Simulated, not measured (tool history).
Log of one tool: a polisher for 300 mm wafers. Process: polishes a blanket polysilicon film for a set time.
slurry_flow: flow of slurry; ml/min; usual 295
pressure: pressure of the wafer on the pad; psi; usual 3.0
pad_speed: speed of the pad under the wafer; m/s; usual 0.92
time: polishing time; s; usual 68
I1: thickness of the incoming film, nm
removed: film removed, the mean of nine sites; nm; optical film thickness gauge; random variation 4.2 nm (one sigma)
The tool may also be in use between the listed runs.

{"run": 1, "day": 0.0, "slurry_flow": 360, "pressure": 3.0, "pad_speed": 0.92, "time": 68, "I1": 2132.2, "removed": 468.1}
{"run": 2, "day": 2.217, "slurry_flow": 360, "pressure": 3.0, "pad_speed": 0.92, "time": 68, "I1": 2133.2, "removed": 463.2}
{"run": 3, "day": 5.112, "slurry_flow": 295, "pressure": 3.0, "pad_speed": 0.92, "time": 80, "I1": 2131.9, "removed": 551.3}
{"day": 5.483, "done": "worn pad replaced by a new one"}
{"run": 4, "day": 7.3, "slurry_flow": 295, "pressure": 3.0, "pad_speed": 0.92, "time": 80, "I1": 2099.0, "removed": 546.2}
{"run": 5, "day": 9.158, "slurry_flow": 295, "pressure": 3.0, "pad_speed": 0.92, "time": 60, "I1": 2113.2, "removed": 407.4}
{"run": 6, "day": 12.008, "slurry_flow": 295, "pressure": 3.0, "pad_speed": 0.92, "time": 60, "I1": 2123.9, "removed": 408.5}
{"run": 7, "day": 13.496, "slurry_flow": 345, "pressure": 3.0, "pad_speed": 0.92, "time": 68, "I1": 2081.7, "removed": 477.8}
{"run": 8, "day": 14.696, "slurry_flow": 240, "pressure": 3.0, "pad_speed": 0.92, "time": 68, "I1": 2149.6, "removed": 451.6}
{"run": 9, "day": 17.183, "slurry_flow": 240, "pressure": 3.0, "pad_speed": 0.92, "time": 68, "I1": 2063.2, "removed": 450.7}
{"day": 23.117, "done": "worn pad replaced by a new one"}
{"run": 10, "day": 23.333, "slurry_flow": 240, "pressure": 3.0, "pad_speed": 0.92, "time": 68, "I1": 2135.4, "removed": 447.4}
{"day": 25.429, "done": "slurry nozzle cleaned"}
{"run": 11, "day": 25.867, "slurry_flow": 295, "pressure": 3.0, "pad_speed": 0.92, "time": 68, "I1": 2148.7, "removed": 475.4}
{"run": 12, "day": 27.579, "slurry_flow": 295, "pressure": 3.0, "pad_speed": 0.92, "time": 68, "I1": 2116.2, "removed": 481.5}
{"day": 27.921, "done": "head pressure recalibrated"}
{"run": 13, "day": 29.1, "slurry_flow": 295, "pressure": 3.0, "pad_speed": 0.92, "time": 68, "I1": 2099.5, "removed": 450.8}
{"run": 14, "day": 31.533, "slurry_flow": 295, "pressure": 3.0, "pad_speed": 0.92, "time": 68, "I1": 2141.9, "removed": 458.8}
{"run": 15, "day": 33.208, "slurry_flow": 340, "pressure": 3.0, "pad_speed": 1.16, "time": 68, "I1": 2115.6, "removed": 594.2}
{"run": 16, "day": 34.271, "slurry_flow": 340, "pressure": 3.0, "pad_speed": 1.16, "time": 68, "I1": 2127.3, "removed": 595.5}
{"run": 17, "day": 36.612, "slurry_flow": 295, "pressure": 3.0, "pad_speed": 0.92, "time": 80, "I1": 2141.2, "removed": 552.2}
{"day": 42.008, "done": "worn pad replaced by a new one"}
{"run": 18, "day": 45.45, "slurry_flow": 295, "pressure": 3.0, "pad_speed": 0.92, "time": 68, "I1": 2136.7, "removed": 458.6}
{"run": 19, "day": 47.217, "slurry_flow": 255, "pressure": 2.5, "pad_speed": 1.08, "time": 78, "I1": 2125.4, "removed": 508.6}
{"run": 20, "day": 49.075, "slurry_flow": 340, "pressure": 3.6, "pad_speed": 0.72, "time": 48, "I1": 2128.9, "removed": 317.8}
{"run": 21, "day": 50.9, "slurry_flow": 385, "pressure": 2.1, "pad_speed": 0.92, "time": 68, "I1": 2097.9, "removed": 334.2}
{"run": 22, "day": 51.925, "slurry_flow": 295, "pressure": 3.0, "pad_speed": 0.92, "time": 68, "I1": 2108.0, "removed": 466.1}
{"run": 23, "day": 54.362, "slurry_flow": 370, "pressure": 2.5, "pad_speed": 0.92, "time": 68, "I1": 2098.5, "removed": 400.4}
{"run": 24, "day": 55.788, "slurry_flow": 340, "pressure": 3.0, "pad_speed": 0.76, "time": 68, "I1": 2132.6, "removed": 386.4}
{"run": 25, "day": 56.912, "slurry_flow": 255, "pressure": 2.5, "pad_speed": 1.08, "time": 78, "I1": 2106.0, "removed": 507.8}
{"day": 58.333, "done": "head pressure recalibrated"}
{"day": 58.712, "done": "slurry nozzle cleaned"}
{"day": 58.988, "done": "worn pad replaced by a new one"}
{"run": 26, "day": 59.842, "slurry_flow": 295, "pressure": 2.0, "pad_speed": 0.92, "time": 89, "I1": 2125.8, "removed": 399.5}
{"run": 27, "day": 61.383, "slurry_flow": 265, "pressure": 4.0, "pad_speed": 0.8, "time": 68, "I1": 2155.0, "removed": 531.8}
{"run": 28, "day": 63.625, "slurry_flow": 295, "pressure": 3.0, "pad_speed": 0.92, "time": 68, "I1": 2145.8, "removed": 473.8}
{"run": 29, "day": 65.975, "slurry_flow": 340, "pressure": 3.0, "pad_speed": 0.92, "time": 54, "I1": 2092.0, "removed": 382.3}
{"run": 30, "day": 67.067, "slurry_flow": 230, "pressure": 3.0, "pad_speed": 0.92, "time": 48, "I1": 2096.3, "removed": 324.5}
{"run": 31, "day": 68.725, "slurry_flow": 370, "pressure": 3.8, "pad_speed": 0.62, "time": 83, "I1": 2119.9, "removed": 507.8}
{"run": 32, "day": 77.262, "slurry_flow": 370, "pressure": 4.0, "pad_speed": 0.92, "time": 87, "I1": 2105.7, "removed": 827.1}
{"day": 78.95, "done": "worn pad replaced by a new one"}
{"run": 33, "day": 80.108, "slurry_flow": 365, "pressure": 3.0, "pad_speed": 0.92, "time": 86, "I1": 2085.8, "removed": 610.6}
{"run": 34, "day": 81.25, "slurry_flow": 295, "pressure": 3.0, "pad_speed": 1.0, "time": 61, "I1": 2113.9, "removed": 462.4}
{"run": 35, "day": 82.708, "slurry_flow": 295, "pressure": 3.0, "pad_speed": 0.92, "time": 68, "I1": 2119.8, "removed": 479.7}
{"run": 36, "day": 85.079, "slurry_flow": 330, "pressure": 3.9, "pad_speed": 0.92, "time": 88, "I1": 2105.2, "removed": 803.2}

The tool's hidden state at each run:
removal rate lost through wear of the pad, %: 0 in every run
H1: slurry flow missing at the pad, %
H2: deviation of the head's pressure from its setpoint, %
run=1 H1=7.11 H2=1.24
run=2 H1=10.1 H2=2.34
run=3 H1=14 H2=3.48
run=4 H1=17 H2=4.18
run=5 H1=19.5 H2=4.67
run=6 H1=23.4 H2=5.28
run=7 H1=25.4 H2=5.54
run=8 H1=27 H2=5.73
run=9 H1=30.4 H2=6.07
run=10 H1=38.7 H2=6.64
run=11 H1=3.66 H2=6.79
run=12 H1=5.98 H2=6.88
run=13 H1=8.04 H2=0.686
run=14 H1=11.3 H2=2.23
run=15 H1=13.6 H2=3.12
run=16 H1=15.1 H2=3.61
run=17 H1=18.2 H2=4.56
run=18 H1=30.2 H2=6.79
run=19 H1=32.6 H2=7.07
run=20 H1=35.1 H2=7.31
run=21 H1=37.6 H2=7.52
run=22 H1=39 H2=7.62
run=23 H1=42.3 H2=7.82
run=24 H1=44.2 H2=7.93
run=25 H1=45.8 H2=8
run=26 H1=1.89 H2=1.81
run=27 H1=3.98 H2=2.8
run=28 H1=7.02 H2=4.01
run=29 H1=10.2 H2=5.05
run=30 H1=11.7 H2=5.47
run=31 H1=13.9 H2=6.03
run=32 H1=25.5 H2=7.91
run=33 H1=29.4 H2=8.28
run=34 H1=30.9 H2=8.4
run=35 H1=32.9 H2=8.55
run=36 H1=36.1 H2=8.74

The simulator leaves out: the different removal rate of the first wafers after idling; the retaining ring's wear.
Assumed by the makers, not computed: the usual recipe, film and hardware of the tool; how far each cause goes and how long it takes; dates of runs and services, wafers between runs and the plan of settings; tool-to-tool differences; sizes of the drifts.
